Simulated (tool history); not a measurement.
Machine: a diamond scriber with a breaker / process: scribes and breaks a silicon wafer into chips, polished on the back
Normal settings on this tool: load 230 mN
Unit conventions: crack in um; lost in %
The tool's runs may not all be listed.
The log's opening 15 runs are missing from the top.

run	day	load	wafers since the last listed run	hours since the diamond tip was replaced	hours since the load on the tip was calibrated	incoming depth of the damage left on the back of the incoming wafer, um	crack	lost
16	34.592	230	412	320.0	111.9	0.04	9.36	0.57
17	35.775	265	166	348.4	140.3	0.02	10.86	7.41
18	37.288	248	212	384.7	176.6	0.01	10.05	2.72
19	41.208	230	550	478.8	270.7	0.05	9.42	0.51
20	43.700	293	350	538.6	330.5	0.02	11.94	15.73
21	45.471	298	248	581.1	373.0	0.03	12.12	16.91
22	47.042	171	220	618.8	410.7	0.03	6.26	36.17
# day 49.392: diamond tip replaced by a new one
23	49.492	230	332	2.4	469.5	0.01	10.00	2.44
24	50.633	204	160	29.8	496.9	0.01	8.71	1.49
25	54.221	256	504	115.9	583.0	0.01	11.60	11.61
26	56.646	184	340	174.1	641.2	0.03	7.70	7.66
27	58.729	259	292	224.1	691.2	0.03	11.54	14.28
28	61.038	268	324	279.5	746.6	0.05	12.14	16.58
29	63.271	162	313	333.1	800.2	0.01	6.41	33.51
30	64.558	252	180	364.0	831.1	0.01	11.61	11.08
31	67.483	189	411	434.2	901.3	0.03	8.07	6.38
32	69.238	193	246	476.3	943.4	0.04	8.17	4.95

Alternative continuations, all from the tool just after run 32; predict every row:
A	69.258	230	2	476.8	943.9	0.02	?	?
B	69.258	280	2	476.8	943.9	0.02	?	?
C	69.258	296	2	476.8	943.9	0.02	?	?

run	crack	lost
A	10.14	2.46
B	12.50	21.42
C	13.21	28.54
The same runs, with their run-to-run variation unchanged, on a tool lacking any hidden condition would have given:
run	crack	lost
A	9.31	0.51
B	11.49	11.78
C	12.14	17.83
